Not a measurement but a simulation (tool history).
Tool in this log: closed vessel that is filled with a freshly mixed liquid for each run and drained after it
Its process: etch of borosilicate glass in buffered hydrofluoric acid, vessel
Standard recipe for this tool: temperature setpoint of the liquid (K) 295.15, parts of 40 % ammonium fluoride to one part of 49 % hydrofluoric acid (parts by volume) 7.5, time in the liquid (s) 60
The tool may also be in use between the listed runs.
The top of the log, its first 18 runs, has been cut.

| run | hour | temperature setpoint of the liquid (K) | parts of 40 % ammonium fluoride to one part of 49 % hydrofluoric acid (parts by volume) | time in the liquid (s) | read-back film thickness of the borosilicate glass reference wafer, read on the same gauge (nm) | thickness taken off the borosilicate glass on a monitor wafer (Å) |
|---|---|---|---|---|---|---|
|  | 198.6 | hydrofluoric acid flow meter replaced |
| 19 | 214.0 | 295.15 | 5.0 | 80 | 150.00 | 1841.4 |
| 20 | 223.4 | 295.15 | 7.5 | 60 | 150.00 | 953.5 |
| 21 | 233.7 | 299.65 | 7.5 | 60 | 150.02 | 1218.8 |
| 22 | 247.6 | 295.15 | 9.0 | 90 | 149.99 | 1174.5 |
|  | 249.5 | thermometer replaced |
| 23 | 254.1 | 298.15 | 7.5 | 60 | 150.00 | 1015.5 |
| 24 | 297.3 | 297.15 | 8.5 | 60 | 150.02 | 843.8 |
| 25 | 307.3 | 291.65 | 9.0 | 80 | 150.01 | 784.6 |
| 26 | 313.4 | 295.15 | 7.5 | 60 | 150.03 | 874.5 |
| 27 | 320.9 | 293.65 | 5.5 | 70 | 150.01 | 1245.7 |
| 28 | 331.5 | 295.15 | 7.5 | 60 | 149.98 | 866.0 |
| 29 | 338.0 | 295.15 | 8.5 | 40 | 150.00 | 506.4 |
| 30 | 347.0 | 298.15 | 6.0 | 80 | 150.03 | 1694.2 |
| 31 | 363.7 | 295.15 | 7.5 | 60 | 149.97 | 868.3 |
| 32 | 379.0 | 295.15 | 5.5 | 60 | 149.98 | 1169.7 |
| 33 | 387.4 | 290.15 | 7.5 | 30 | 150.02 | 332.2 |
| 34 | 398.1 | 295.15 | 10.0 | 60 | 149.98 | 671.3 |

Predict each of these 3 candidate next runs independently; none follows another, all start after run 34:
| A | 398.8 | 295.15 | 7.5 | 45 | ? | ? |
| B | 398.8 | 295.15 | 6.5 | 60 | ? | ? |
| C | 398.8 | 297.65 | 10.0 | 85 | ? | ? |

| run | read-back film thickness of the borosilicate glass reference wafer, read on the same gauge (nm) | thickness taken off the borosilicate glass on a monitor wafer (Å) |
|---|---|---|
| A | 149.99 | 656.1 |
| B | 149.99 | 1009.1 |
| C | 149.99 | 1082.5 |
Without the tool's unlogged condition, the same runs would have read:
| run | thickness taken off the borosilicate glass on a monitor wafer (Å) |
|---|---|
| A | 637.4 |
| B | 980.2 |
| C | 1051.8 |

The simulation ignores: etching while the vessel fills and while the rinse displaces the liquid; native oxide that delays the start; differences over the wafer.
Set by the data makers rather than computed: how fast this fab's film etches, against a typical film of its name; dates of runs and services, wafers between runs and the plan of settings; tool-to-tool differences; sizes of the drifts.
